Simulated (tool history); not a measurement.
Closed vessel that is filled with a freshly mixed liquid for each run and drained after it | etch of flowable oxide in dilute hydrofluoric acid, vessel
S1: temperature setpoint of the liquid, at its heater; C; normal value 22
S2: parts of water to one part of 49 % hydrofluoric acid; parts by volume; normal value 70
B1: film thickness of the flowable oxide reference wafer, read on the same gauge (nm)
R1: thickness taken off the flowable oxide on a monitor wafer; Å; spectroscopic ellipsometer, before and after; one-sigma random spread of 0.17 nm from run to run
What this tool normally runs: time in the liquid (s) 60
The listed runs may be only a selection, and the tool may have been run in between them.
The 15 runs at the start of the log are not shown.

{"run": 16, "hour": 1515.6, "S1": 22, "S2": 70, "time in the liquid (s)": 60, "B1": 139.99, "R1": 437.7}
{"run": 17, "hour": 1819.9, "S1": 22, "S2": 95, "time in the liquid (s)": 75, "B1": 139.99, "R1": 394.6}
{"run": 18, "hour": 1862.8, "S1": 20.5, "S2": 80, "time in the liquid (s)": 60, "B1": 140.02, "R1": 361.2}
{"run": 19, "hour": 1918.8, "S1": 27, "S2": 70, "time in the liquid (s)": 70, "B1": 139.94, "R1": 630.5}
{"run": 20, "hour": 1967.1, "S1": 22, "S2": 80, "time in the liquid (s)": 75, "B1": 139.98, "R1": 478.7}
{"run": 21, "hour": 2037.1, "S1": 22, "S2": 70, "time in the liquid (s)": 60, "B1": 140, "R1": 441.6}
{"run": 22, "hour": 2113.5, "S1": 18.5, "S2": 90, "time in the liquid (s)": 30, "B1": 140.02, "R1": 144.4}
{"hour": 2202.8, "done": "thermometer replaced"}
{"run": 23, "hour": 2211.2, "S1": 25, "S2": 90, "time in the liquid (s)": 80, "B1": 140.03, "R1": 505}
{"run": 24, "hour": 2304.5, "S1": 24, "S2": 45, "time in the liquid (s)": 30, "B1": 140.03, "R1": 386.2}
{"run": 25, "hour": 2393.4, "S1": 22, "S2": 90, "time in the liquid (s)": 45, "B1": 140, "R1": 252.4}
{"run": 26, "hour": 2448.2, "S1": 19.5, "S2": 90, "time in the liquid (s)": 60, "B1": 140.01, "R1": 303.1}
{"run": 27, "hour": 2487.3, "S1": 22, "S2": 70, "time in the liquid (s)": 60, "B1": 140.01, "R1": 439.5}
{"run": 28, "hour": 2586.8, "S1": 22, "S2": 70, "time in the liquid (s)": 60, "B1": 140.04, "R1": 441.3}
{"run": 29, "hour": 2634.5, "S1": 22, "S2": 70, "time in the liquid (s)": 85, "B1": 140, "R1": 624.7}
{"hour": 2656.0, "done": "hydrofluoric acid flow meter replaced"}
{"run": 30, "hour": 2727.2, "S1": 22, "S2": 45, "time in the liquid (s)": 50, "B1": 139.98, "R1": 594.7}
{"run": 31, "hour": 2776.2, "S1": 22, "S2": 70, "time in the liquid (s)": 45, "B1": 140.04, "R1": 332.8}
{"run": 32, "hour": 2829.7, "S1": 22, "S2": 35, "time in the liquid (s)": 60, "B1": 139.99, "R1": 922.7}
{"run": 33, "hour": 2898.3, "S1": 22, "S2": 70, "time in the liquid (s)": 60, "B1": 140.02, "R1": 444.5}

Here are 4 independent what-if runs from the current tool condition. What would each one return?
{"run": "A", "hour": 2899.0, "S1": 22, "S2": 70, "time in the liquid (s)": 75, "B1": "?", "R1": "?"}
{"run": "B", "hour": 2899.0, "S1": 22, "S2": 70, "time in the liquid (s)": 30, "B1": "?", "R1": "?"}
{"run": "C", "hour": 2899.0, "S1": 25, "S2": 60, "time in the liquid (s)": 45, "B1": "?", "R1": "?"}
{"run": "D", "hour": 2899.0, "S1": 22, "S2": 55, "time in the liquid (s)": 60, "B1": "?", "R1": "?"}

run=A B1=139.97 R1=550.5
run=B B1=139.97 R1=220.2
run=C B1=139.97 R1=441.2
run=D B1=139.97 R1=571.1
Without the tool's unlogged condition, the same runs would have read:
run=A R1=550.5
run=B R1=220.2
run=C R1=441.2
run=D R1=571.1
